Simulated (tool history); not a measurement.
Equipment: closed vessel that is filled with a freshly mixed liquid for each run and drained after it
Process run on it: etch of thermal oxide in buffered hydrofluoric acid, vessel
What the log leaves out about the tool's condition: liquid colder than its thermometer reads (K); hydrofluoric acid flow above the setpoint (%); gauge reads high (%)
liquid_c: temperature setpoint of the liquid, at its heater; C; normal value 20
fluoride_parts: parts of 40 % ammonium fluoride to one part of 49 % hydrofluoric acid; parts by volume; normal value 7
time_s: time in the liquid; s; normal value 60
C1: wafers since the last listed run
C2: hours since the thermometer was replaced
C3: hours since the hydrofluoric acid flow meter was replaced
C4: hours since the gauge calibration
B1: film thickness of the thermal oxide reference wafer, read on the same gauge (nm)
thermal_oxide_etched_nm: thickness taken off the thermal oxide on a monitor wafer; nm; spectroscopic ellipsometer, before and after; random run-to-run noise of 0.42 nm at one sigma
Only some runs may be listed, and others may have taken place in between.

Run 1, hour 0: usual settings but time_s 70 s; C1 0; C2 2246.1; C3 659.2; C4 1096.3; B1 100. Result: thermal_oxide_etched_nm 80.13 nm.
Run 2, hour 21.3: usual settings but time_s 70 s; C1 2153; C2 2267.4; C3 680.5; C4 1117.6; B1 99.95. Result: thermal_oxide_etched_nm 80.52 nm.
Run 3, hour 35.5: usual settings but time_s 70 s; C1 1435; C2 2281.6; C3 694.7; C4 1131.8; B1 100.04. Result: thermal_oxide_etched_nm 79.64 nm.
Run 4, hour 53.6: usual settings but liquid_c 23.5 C, time_s 50 s; C1 1830; C2 2299.7; C3 712.8; C4 1149.9; B1 99.98. Result: thermal_oxide_etched_nm 69.69 nm.
Run 5, hour 83.2: usual settings but liquid_c 23.5 C, time_s 50 s; C1 2993; C2 2329.3; C3 742.4; C4 1179.5; B1 100.02. Result: thermal_oxide_etched_nm 69.35 nm.
Run 6, hour 105.1: usual settings but liquid_c 23.5 C, time_s 50 s; C1 2214; C2 2351.2; C3 764.3; C4 1201.4; B1 99.99. Result: thermal_oxide_etched_nm 69.48 nm.
Run 7, hour 121.7: usual settings but time_s 50 s; C1 1678; C2 2367.8; C3 780.9; C4 1218; B1 100.01. Result: thermal_oxide_etched_nm 57.02 nm.
At hour 139.4: hydrofluoric acid flow meter replaced.
Run 8, hour 212.6: usual settings; C1 9090; C2 2458.7; C3 73.2; C4 1308.9; B1 100.01. Result: thermal_oxide_etched_nm 68.56 nm.
Run 9, hour 248: usual settings; C1 3579; C2 2494.1; C3 108.6; C4 1344.3; B1 99.95. Result: thermal_oxide_etched_nm 68.41 nm.
Run 10, hour 279.1: usual settings; C1 3144; C2 2525.2; C3 139.7; C4 1375.4; B1 99.99. Result: thermal_oxide_etched_nm 68.33 nm.
At hour 282.2: gauge calibrated.
Run 11, hour 295.4: usual settings but liquid_c 18 C, fluoride_parts 6 parts by volume, time_s 45 s; C1 1648; C2 2541.5; C3 156; C4 13.2; B1 99.99. Result: thermal_oxide_etched_nm 52.5 nm.
Run 12, hour 329.4: usual settings but liquid_c 22.5 C, fluoride_parts 6 parts by volume, time_s 50 s; C1 3437; C2 2575.5; C3 190; C4 47.2; B1 100.02. Result: thermal_oxide_etched_nm 74.42 nm.
Run 13, hour 341.8: usual settings but liquid_c 21.5 C, fluoride_parts 8.5 parts by volume, time_s 35 s; C1 1253; C2 2587.9; C3 202.4; C4 59.6; B1 100. Result: thermal_oxide_etched_nm 35.22 nm.
Run 14, hour 361.6: usual settings but liquid_c 18.5 C; C1 2002; C2 2607.7; C3 222.2; C4 79.4; B1 100.01. Result: thermal_oxide_etched_nm 62.36 nm.
At hour 375.9: thermometer replaced.
Run 15, hour 388.3: usual settings but liquid_c 23 C, fluoride_parts 5 parts by volume, time_s 90 s; C1 2598; C2 12.4; C3 248.9; C4 106.1; B1 100.01. Result: thermal_oxide_etched_nm 169.39 nm.
Run 16, hour 407.9: usual settings but liquid_c 18 C, fluoride_parts 6 parts by volume, time_s 30 s; C1 1981; C2 32; C3 268.5; C4 125.7; B1 100.01. Result: thermal_oxide_etched_nm 36.63 nm.
Run 17, hour 425.6: usual settings but liquid_c 17.5 C, fluoride_parts 9.5 parts by volume, time_s 95 s; C1 1789; C2 49.7; C3 286.2; C4 143.4; B1 99.99. Result: thermal_oxide_etched_nm 73.15 nm.
Run 18, hour 451.1: usual settings; C1 2578; C2 75.2; C3 311.7; C4 168.9; B1 100.01. Result: thermal_oxide_etched_nm 72.26 nm.
Run 19, hour 465: usual settings but liquid_c 18 C, fluoride_parts 10 parts by volume, time_s 50 s; C1 1405; C2 89.1; C3 325.6; C4 182.8; B1 100. Result: thermal_oxide_etched_nm 38.69 nm.
Run 20, hour 499.1: usual settings but liquid_c 17.5 C; C1 3448; C2 123.2; C3 359.7; C4 216.9; B1 100.03. Result: thermal_oxide_etched_nm 63.06 nm.
Run 21, hour 524.6: usual settings but liquid_c 23.5 C, fluoride_parts 5 parts by volume; C1 2578; C2 148.7; C3 385.2; C4 242.4; B1 99.96. Result: thermal_oxide_etched_nm 116.03 nm.
Run 22, hour 567.5: usual settings but time_s 30 s; C1 4337; C2 191.6; C3 428.1; C4 285.3; B1 100.05. Result: thermal_oxide_etched_nm 36.26 nm.
Run 23, hour 593.5: usual settings but liquid_c 24 C, fluoride_parts 5 parts by volume; C1 2629; C2 217.6; C3 454.1; C4 311.3; B1 100.02. Result: thermal_oxide_etched_nm 119.81 nm.
Run 24, hour 622.4: usual settings; C1 2922; C2 246.5; C3 483; C4 340.2; B1 99.93. Result: thermal_oxide_etched_nm 72.27 nm.
Run 25, hour 644.9: usual settings but fluoride_parts 5.5 parts by volume; C1 2275; C2 269; C3 505.5; C4 362.7; B1 99.99. Result: thermal_oxide_etched_nm 88.8 nm.
Run 26, hour 674.9: usual settings but fluoride_parts 10 parts by volume; C1 3033; C2 299; C3 535.5; C4 392.7; B1 99.99. Result: thermal_oxide_etched_nm 51.75 nm.
Run 27, hour 702.6: usual settings; C1 2800; C2 326.7; C3 563.2; C4 420.4; B1 100.02. Result: thermal_oxide_etched_nm 71.87 nm.
Run 28, hour 737.2: usual settings but fluoride_parts 8 parts by volume, time_s 70 s; C1 3498; C2 361.3; C3 597.8; C4 455; B1 99.99. Result: thermal_oxide_etched_nm 72.73 nm.
Run 29, hour 750.9: usual settings; C1 1385; C2 375; C3 611.5; C4 468.7; B1 100.04. Result: thermal_oxide_etched_nm 71.98 nm.
Run 30, hour 764.2: usual settings but liquid_c 17 C; C1 1344; C2 388.3; C3 624.8; C4 482; B1 99.98. Result: thermal_oxide_etched_nm 61.04 nm.
Run 31, hour 793.9: usual settings but liquid_c 23 C, fluoride_parts 9 parts by volume, time_s 75 s; C1 3003; C2 418; C3 654.5; C4 511.7; B1 99.99. Result: thermal_oxide_etched_nm 80.5 nm.
Run 32, hour 807.4: usual settings but time_s 85 s; C1 1365; C2 431.5; C3 668; C4 525.2; B1 100.04. Result: thermal_oxide_etched_nm 102.14 nm.
Run 33, hour 822.2: usual settings but liquid_c 24.5 C, fluoride_parts 10 parts by volume, time_s 35 s; C1 1496; C2 446.3; C3 682.8; C4 540; B1 99.99. Result: thermal_oxide_etched_nm 38.5 nm.
Run 34, hour 841.9: usual settings but liquid_c 17 C, time_s 95 s; C1 1991; C2 466; C3 702.5; C4 559.7; B1 99.97. Result: thermal_oxide_etched_nm 96.48 nm.

Here are 3 independent what-if runs from the current tool condition. What would each one return?
Run A, hour 842.6: usual settings but time_s 90 s; C1 70; C2 466.7; C3 703.2; C4 560.4; B1 ?. Result: thermal_oxide_etched_nm ?.
Run B, hour 842.6: usual settings but liquid_c 17 C, time_s 80 s; C1 70; C2 466.7; C3 703.2; C4 560.4; B1 ?. Result: thermal_oxide_etched_nm ?.
Run C, hour 842.6: usual settings but liquid_c 17.5 C, fluoride_parts 5 parts by volume; C1 70; C2 466.7; C3 703.2; C4 560.4; B1 ?. Result: thermal_oxide_etched_nm ?.

run      B1  thermal_oxide_etched_nm
  A  100.03                    108.3
  B  100.03                    81.24
  C  100.03                    83.65
The same runs, with their run-to-run variation unchanged, on a tool lacking any hidden condition would have given:
run  thermal_oxide_etched_nm
  A                   109.83
  B                    82.41
  C                    84.85
